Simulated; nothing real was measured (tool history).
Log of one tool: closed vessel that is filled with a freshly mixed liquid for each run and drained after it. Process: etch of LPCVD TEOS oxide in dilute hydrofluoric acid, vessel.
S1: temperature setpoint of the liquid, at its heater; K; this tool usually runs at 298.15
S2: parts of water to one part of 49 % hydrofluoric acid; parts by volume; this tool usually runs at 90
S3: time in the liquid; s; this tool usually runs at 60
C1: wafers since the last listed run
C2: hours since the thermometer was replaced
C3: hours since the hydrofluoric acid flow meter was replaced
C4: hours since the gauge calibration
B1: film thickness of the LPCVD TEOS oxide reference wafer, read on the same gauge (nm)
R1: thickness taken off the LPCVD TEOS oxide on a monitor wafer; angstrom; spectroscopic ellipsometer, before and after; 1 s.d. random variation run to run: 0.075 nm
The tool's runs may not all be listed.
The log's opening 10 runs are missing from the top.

run	hour	S1	S2	S3	C1	C2	C3	C4	B1	R1
11	768.4	298.15	90	60	4778	118.1	1153.0	1849.2	110.01	144.2
12	812.4	298.15	90	60	3435	162.1	1197.0	1893.2	110.01	144.4
13	919.6	298.15	90	60	8369	269.3	1304.2	2000.4	110.01	144.9
14	959.8	298.15	90	60	3138	309.5	1344.4	2040.6	110.01	142.9
15	1036.0	298.15	90	60	5949	385.7	1420.6	2116.8	110.00	144.3
16	1131.0	298.15	90	60	7417	480.7	1515.6	2211.8	109.99	144.4
17	1236.6	298.15	90	60	8244	586.3	1621.2	2317.4	110.00	142.6
# hour 1253.4: gauge calibrated
18	1293.1	294.15	125	45	4411	642.8	1677.7	39.7	110.00	62.9
19	1397.0	295.15	90	60	8111	746.7	1781.6	143.6	110.00	126.3
20	1450.0	294.15	90	45	4137	799.7	1834.6	196.6	110.01	91.5
# hour 1707.5: hydrofluoric acid flow meter replaced
21	1770.9	298.15	90	60	24976	1120.6	63.4	517.5	109.98	149.3
# hour 1826.5: thermometer replaced
22	1850.8	298.15	70	60	6160	24.3	143.3	597.4	110.01	195.3
23	1946.1	296.65	60	50	7440	119.6	238.6	692.7	110.00	182.1
24	2048.3	293.15	90	60	7979	221.8	340.8	794.9	109.99	121.9
25	2145.1	298.15	90	85	7557	318.6	437.6	891.7	109.99	209.6
26	2238.8	298.15	90	60	7315	412.3	531.3	985.4	110.00	147.4
27	2314.3	300.65	90	60	5894	487.8	606.8	1060.9	110.02	161.1
28	2390.5	298.15	90	75	5949	564.0	683.0	1137.1	110.00	183.1
29	2459.8	298.15	65	60	5410	633.3	752.3	1206.4	110.02	210.9
30	2501.4	298.15	90	60	3247	674.9	793.9	1248.0	110.00	145.9
31	2562.2	294.15	130	60	4746	735.7	854.7	1308.8	109.99	81.7
32	2664.8	302.65	135	30	8010	838.3	957.3	1411.4	109.98	54.2

5 options for the next run, each taken on its own from the tool as it stands now. Forecast them:
A	2665.5	298.15	90	60	54	839.0	958.0	1412.1	?	?
B	2665.5	298.15	90	30	54	839.0	958.0	1412.1	?	?
C	2665.5	300.65	60	60	54	839.0	958.0	1412.1	?	?
D	2665.5	302.65	105	95	54	839.0	958.0	1412.1	?	?
E	2665.5	300.15	135	60	54	839.0	958.0	1412.1	?	?

run	B1	R1
A	109.99	145.9
B	109.99	73.0
C	109.99	251.8
D	109.99	230.7
E	109.99	99.1
Had the tool no hidden state, the same runs would have come out as:
run	R1
A	150.0
B	75.0
C	258.7
D	237.3
E	102.0

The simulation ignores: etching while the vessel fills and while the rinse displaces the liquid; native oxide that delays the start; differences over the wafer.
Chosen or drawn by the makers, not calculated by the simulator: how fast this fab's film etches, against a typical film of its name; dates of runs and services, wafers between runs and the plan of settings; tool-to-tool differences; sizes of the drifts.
